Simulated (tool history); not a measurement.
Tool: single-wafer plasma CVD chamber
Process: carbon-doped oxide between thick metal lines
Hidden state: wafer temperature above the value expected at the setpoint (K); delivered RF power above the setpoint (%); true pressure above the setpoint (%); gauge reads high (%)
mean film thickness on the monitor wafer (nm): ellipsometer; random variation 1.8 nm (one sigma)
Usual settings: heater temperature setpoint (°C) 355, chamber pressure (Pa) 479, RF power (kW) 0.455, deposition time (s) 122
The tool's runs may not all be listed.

run     day  heater temperature setpoint (°C)  chamber pressure (Pa)  RF power (kW)  deposition time (s)  wafers since the last listed run  hours since the last thermocouple change  hours since the last RF generator calibration  hours since the last manometer calibration  hours since the showerhead was replaced  hours since the gauge calibration  read-back reference wafer on the same gauge, thickness_nm  mean film thickness on the monitor wafer (nm)
  1   0.000                               355                    567          0.455                  122                                 0                                    1774.4                                         1344.2                                      2408.4                                   7524.5                              142.8                                                    501.089                                        533.113
  2   0.592                               355                    479          0.455                  122                               118                                    1788.6                                         1358.4                                      2422.6                                   7538.7                              157.0                                                    500.905                                        521.760
  3   0.958                               355                    479          0.455                  122                                73                                    1797.4                                         1367.2                                      2431.4                                   7547.5                              165.8                                                    501.133                                        519.319
  4   1.446                               355                    479          0.455                  122                                97                                    1809.1                                         1378.9                                      2443.1                                   7559.2                              177.5                                                    500.969                                        517.663
  5   1.858                               355                    479          0.455                  122                                82                                    1819.0                                         1388.8                                      2453.0                                   7569.1                              187.4                                                    500.917                                        518.855
  6   2.575                               355                    479          0.455                  122                               143                                    1836.2                                         1406.0                                      2470.2                                   7586.3                              204.6                                                    501.465                                        522.040
  7   3.017                               363                    479          0.455                  122                                88                                    1846.8                                         1416.6                                      2480.8                                   7596.9                              215.2                                                    500.491                                        510.394
  8   3.729                               363                    479          0.455                  122                               142                                    1863.9                                         1433.7                                      2497.9                                   7614.0                              232.3                                                    501.160                                        505.397
  9   4.238                               363                    479          0.455                  122                               101                                    1876.1                                         1445.9                                      2510.1                                   7626.2                              244.5                                                    500.874                                        503.469
      4.642  -- RF generator calibrated
 10   4.662                               355                    385          0.520                  122                                18                                    1886.3                                            0.5                                      2520.3                                   7636.4                              254.7                                                    500.744                                        539.494
 11   5.142                               355                    385          0.520                  122                                95                                    1897.8                                           12.0                                      2531.8                                   7647.9                              266.2                                                    500.840                                        540.124
 12   5.704                               355                    385          0.520                  122                               112                                    1911.3                                           25.5                                      2545.3                                   7661.4                              279.7                                                    500.923                                        536.017
 13   6.367                               342                    479          0.525                  122                               132                                    1927.2                                           41.4                                      2561.2                                   7677.3                              295.6                                                    500.687                                        576.888
 14   6.954                               355                    479          0.455                  122                               117                                    1941.3                                           55.5                                      2575.3                                   7691.4                              309.7                                                    501.373                                        502.906
      7.608  -- showerhead replaced
      7.871  -- capacitance manometer re-zeroed and calibrated
      8.029  -- RF generator calibrated, repeated, since the last time left the tool worse
      8.271  -- thermocouple changed; heater temperature recalibrated
 15   8.292                               355                    479          0.455                  143                                67                                       0.5                                            6.3                                        10.1                                     16.4                              341.8                                                    500.592                                        633.882
 16   8.308                               355                    479          0.495                  122                                 3                                       0.9                                            6.7                                        10.5                                     16.8                              342.2                                                    501.416                                        571.723
 17   8.321                               347                    479          0.455                  122                                 2                                       1.2                                            7.0                                        10.8                                     17.1                              342.5                                                    501.316                                        553.488
 18   9.050                               355                    397          0.535                  133                               145                                      18.7                                           24.5                                        28.3                                     34.6                              360.0                                                    500.576                                        636.149
 19   9.446                               349                    479          0.455                  122                                79                                      28.2                                           34.0                                        37.8                                     44.1                              369.5                                                    500.956                                        549.809
 20  10.138                               355                    479          0.455                  146                               138                                      44.8                                           50.6                                        54.4                                     60.7                              386.1                                                    500.860                                        646.274
 21  10.875                               367                    596          0.455                  112                               147                                      62.5                                           68.3                                        72.1                                     78.4                              403.8                                                    500.751                                        498.578
     11.242  -- gauge calibrated
 22  12.742                               355                    479          0.455                  122                               373                                     107.3                                          113.1                                       116.9                                    123.2                               36.0                                                    501.502                                        541.276
 23  13.246                               355                    479          0.455                  107                               100                                     119.4                                          125.2                                       129.0                                    135.3                               48.1                                                    500.800                                        473.685
 24  13.912                               355                    479          0.455                  122                               133                                     135.4                                          141.2                                       145.0                                    151.3                               64.1                                                    501.221                                        539.592
 25  14.367                               355                    479          0.455                  122                                90                                     146.3                                          152.1                                       155.9                                    162.2                               75.0                                                    501.204                                        539.075
 26  14.692                               355                    479          0.455                   99                                65                                     154.1                                          159.9                                       163.7                                    170.0                               82.8                                                    501.081                                        439.179
 27  15.338                               355                    479          0.455                  132                               129                                     169.6                                          175.4                                       179.2                                    185.5                               98.3                                                    501.057                                        581.447
 28  15.808                               355                    479          0.455                  122                                94                                     180.9                                          186.7                                       190.5                                    196.8                              109.6                                                    500.716                                        544.552

Hidden state at the last listed run before each entry between runs and at the first one after, where it differs:
Between runs 9 and 10: RF generator calibrated (day 4.642)
  delivered RF power above the setpoint (%): -6.8 -> -10.4
  measured less the result without the state, mean film thickness on the monitor wafer (nm): -25.553 -> -36.799
Between runs 14 and 15: showerhead replaced (day 7.608); capacitance manometer re-zeroed and calibrated (day 7.871); RF generator calibrated, repeated, since the last time left the tool worse (day 8.029); thermocouple changed; heater temperature recalibrated (day 8.271)
  delivered RF power above the setpoint (%): -10.4 -> -0.617
  measured less the result without the state, mean film thickness on the monitor wafer (nm): -40.308 -> -2.709
Between runs 21 and 22: gauge calibrated (day 11.242)
  delivered RF power above the setpoint (%): -0.632 -> -0.657
  measured less the result without the state, mean film thickness on the monitor wafer (nm): -2.182 -> -2.468
